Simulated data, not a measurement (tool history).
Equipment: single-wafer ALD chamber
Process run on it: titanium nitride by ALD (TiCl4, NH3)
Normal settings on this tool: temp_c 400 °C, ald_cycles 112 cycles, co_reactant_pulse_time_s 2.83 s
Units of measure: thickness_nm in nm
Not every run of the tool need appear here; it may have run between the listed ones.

run	day	temp_c	ald_cycles	co_reactant_pulse_time_s	wafers since the last listed run	hours since the last thermocouple change	hours since the showerhead was replaced	hours since the gauge calibration	read-back reference wafer on the same gauge, thickness_nm	thickness_nm
1	0.000	400	112	2.83	0	617.5	1734.6	216.7	2.456	2.683
2	2.779	400	112	2.83	134	684.2	1801.3	283.4	2.460	2.688
3	4.662	400	112	2.83	90	729.4	1846.5	328.6	2.460	2.694
4	6.792	400	112	2.83	102	780.5	1897.6	379.7	2.461	2.705
5	10.888	400	112	2.83	197	878.8	1995.9	478.0	2.463	2.696
6	13.712	400	97	1.99	136	946.6	2063.7	545.8	2.467	2.301
# day 15.017: thermocouple changed; heater temperature recalibrated
7	17.617	400	97	1.99	172	62.4	2157.4	639.5	2.468	2.311
8	21.412	400	97	1.99	183	153.5	2248.5	730.6	2.468	2.325
9	22.958	400	103	2.83	74	190.6	2285.6	767.7	2.470	2.484
10	27.054	400	103	2.83	197	288.9	2383.9	866.0	2.474	2.489
11	30.292	400	103	2.83	156	366.6	2461.6	943.7	2.478	2.496
12	33.475	410	112	3.07	153	443.0	2538.0	1020.1	2.476	2.707
13	35.500	410	112	3.07	97	491.6	2586.6	1068.7	2.478	2.725
14	37.521	410	112	3.07	97	540.1	2635.1	1117.2	2.479	2.723
15	40.467	400	112	2.83	142	610.8	2705.8	1187.9	2.476	2.717
16	42.533	400	112	2.83	99	660.4	2755.4	1237.5	2.483	2.721
17	44.442	400	112	1.93	92	706.2	2801.2	1283.3	2.484	2.687
18	47.392	400	112	1.93	142	777.0	2872.0	1354.1	2.487	2.681
19	50.738	411	100	3.27	161	857.3	2952.3	1434.4	2.485	2.449
20	52.550	400	112	2.83	87	900.8	2995.8	1477.9	2.485	2.720
21	54.754	400	112	2.83	106	953.7	3048.7	1530.8	2.488	2.732
# day 56.729: gauge calibrated
22	58.808	400	112	2.83	195	1051.0	3146.0	49.9	2.456	2.677
23	61.983	400	118	2.00	153	1127.2	3222.2	126.1	2.458	2.798
# day 62.442: thermocouple changed; heater temperature recalibrated
# day 63.254: showerhead replaced
24	66.462	414	101	3.53	183	96.5	77.0	233.6	2.459	2.436
25	69.462	400	121	3.27	144	168.5	149.0	305.6	2.465	2.921
26	71.196	400	112	3.28	83	210.1	190.6	347.2	2.463	2.713
27	73.412	385	101	3.43	106	263.3	243.8	400.4	2.464	2.426
28	76.158	391	112	2.83	132	329.2	309.7	466.3	2.466	2.700
29	78.029	404	131	2.83	90	374.1	354.6	511.2	2.466	3.154
30	79.721	400	121	2.83	81	414.7	395.2	551.8	2.468	2.924
31	83.525	400	112	2.83	183	506.0	486.5	643.1	2.470	2.700
32	95.633	400	131	3.70	583	796.6	777.1	933.7	2.476	3.207
33	98.925	400	112	3.64	158	875.6	856.1	1012.7	2.478	2.738
34	101.983	400	112	3.15	147	949.0	929.5	1086.1	2.482	2.736
35	105.525	412	131	2.83	170	1034.0	1014.5	1171.1	2.481	3.179
36	107.592	414	102	1.81	99	1083.6	1064.1	1220.7	2.485	2.442

Forecast each of these 5 alternatives for the next run:
A	107.621	400	112	2.83	1	1084.3	1064.8	1221.4	?	?
B	107.621	400	112	2.11	1	1084.3	1064.8	1221.4	?	?
C	107.621	410	112	2.11	1	1084.3	1064.8	1221.4	?	?
D	107.621	400	123	3.74	1	1084.3	1064.8	1221.4	?	?
E	107.621	415	91	2.14	1	1084.3	1064.8	1221.4	?	?

run	read-back reference wafer on the same gauge, thickness_nm	thickness_nm
A	2.484	2.728
B	2.484	2.704
C	2.484	2.711
D	2.484	3.019
E	2.484	2.206
What these runs would have given with no unlogged condition in the tool:
run	thickness_nm
A	2.691
B	2.666
C	2.674
D	2.978
E	2.176
